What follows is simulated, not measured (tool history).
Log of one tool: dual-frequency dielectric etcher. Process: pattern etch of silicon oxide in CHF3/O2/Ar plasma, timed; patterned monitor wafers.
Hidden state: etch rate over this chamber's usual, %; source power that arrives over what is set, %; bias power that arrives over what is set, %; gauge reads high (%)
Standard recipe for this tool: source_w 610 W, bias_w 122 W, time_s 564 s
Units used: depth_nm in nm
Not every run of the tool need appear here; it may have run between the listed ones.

run,hour,source_w,bias_w,time_s,wafers since the last listed run,hours since the last wet clean,hours since the last source power generator calibration,hours since the last bias power generator calibration,hours since the last upper electrode change,hours since the gauge calibration,"read-back reference wafer on the same gauge, depth_nm",depth_nm
1,0,610,122,564,0,563.6,4424.9,2892.2,2798.8,741.8,1150.3,985.7
# hour 27.4: wet clean of the chamber
# hour 43.3: upper electrode replaced
2,43.8,610,122,440,14,16.4,4468.7,2936,0.5,785.6,1150.7,746.5
3,44.6,610,122,440,2,17.2,4469.5,2936.8,1.3,786.4,1149.3,754.7
4,65.1,610,122,440,74,37.7,4490,2957.3,21.8,806.9,1153.1,761.6
5,152.6,610,122,564,315,125.2,4577.5,3044.8,109.3,894.4,1150,955
6,187.8,610,122,564,127,160.4,4612.7,3080,144.5,929.6,1150.6,951
7,212,610,122,564,87,184.6,4636.9,3104.2,168.7,953.8,1150.8,950.3
8,235,610,122,564,83,207.6,4659.9,3127.2,191.7,976.8,1151.4,960.1
# hour 281.1: wet clean of the chamber, repeated, since the last time left the tool worse
9,281.6,610,122,564,81,0.5,4706.5,3173.8,238.3,1023.4,1149.7,1014.7
10,303.7,610,122,564,79,22.6,4728.6,3195.9,260.4,1045.5,1150.3,1007.8
11,333.5,540,122,656,107,52.4,4758.4,3225.7,290.2,1075.3,1149.9,1104
12,350.2,610,122,564,60,69.1,4775.1,3242.4,306.9,1092,1150.6,1010.1
13,380.3,610,122,440,108,99.2,4805.2,3272.5,337,1122.1,1149.7,782.1
# hour 392.7: gauge calibrated
# hour 411.1: source power generator calibrated
14,472.2,530,122,716.5,317,191.1,61.1,3364.4,428.9,79.5,1147.6,1189.9
15,489.2,610,122,564,61,208.1,78.1,3381.4,445.9,96.5,1149.4,1003.3
16,503.1,610,122,564,50,222,92,3395.3,459.8,110.4,1151.3,1000.1
# hour 520.7: bias power generator calibrated
17,530.6,610,141,564,84,249.5,119.5,9.9,487.3,137.9,1148.9,1038.5
18,563.6,610,122,564,119,282.5,152.5,42.9,520.3,170.9,1148.1,996.1
19,583.8,570,133,564,72,302.7,172.7,63.1,540.5,191.1,1150.3,976.2
20,601,760,150,724,62,319.9,189.9,80.3,557.7,208.3,1148.2,1514.6
21,631.1,610,122,564,108,350,220,110.4,587.8,238.4,1149.2,994.1
22,649.3,690,122,564,65,368.2,238.2,128.6,606,256.6,1149.4,1069.2
23,663.4,680,132,564,50,382.3,252.3,142.7,620.1,270.7,1148.4,1075.8
24,684.2,700,122,564,75,403.1,273.1,163.5,640.9,291.5,1151.9,1061.7
25,713.9,610,122,564,107,432.8,302.8,193.2,670.6,321.2,1150.4,982.8
26,732.2,720,112,564,66,451.1,321.1,211.5,688.9,339.5,1147.6,1056
27,750.1,610,122,712,64,469,339,229.4,706.8,357.4,1148.6,1241.9
28,762.6,610,111,461,45,481.5,351.5,241.9,719.3,369.9,1150.7,790.2
29,776,520,147,448,48,494.9,364.9,255.3,732.7,383.3,1149.7,743.7

What if the next run were any one of these 4? Each begins from the tool's condition after run 29:
A,776.6,610,122,719,2,495.5,365.5,255.9,733.3,383.9,?,?
B,776.6,650,122,564,2,495.5,365.5,255.9,733.3,383.9,?,?
C,776.6,700,131,637,2,495.5,365.5,255.9,733.3,383.9,?,?
D,776.6,660,122,641,2,495.5,365.5,255.9,733.3,383.9,?,?

run,"read-back reference wafer on the same gauge, depth_nm",depth_nm
A,1148.5,1262.9
B,1148.5,1025.3
C,1148.5,1223.4
D,1148.5,1174.8
Take away the tool's hidden state, keep each run's random variation, and the runs would have read:
run,depth_nm
A,1308.4
B,1062.2
C,1267.4
D,1217.1
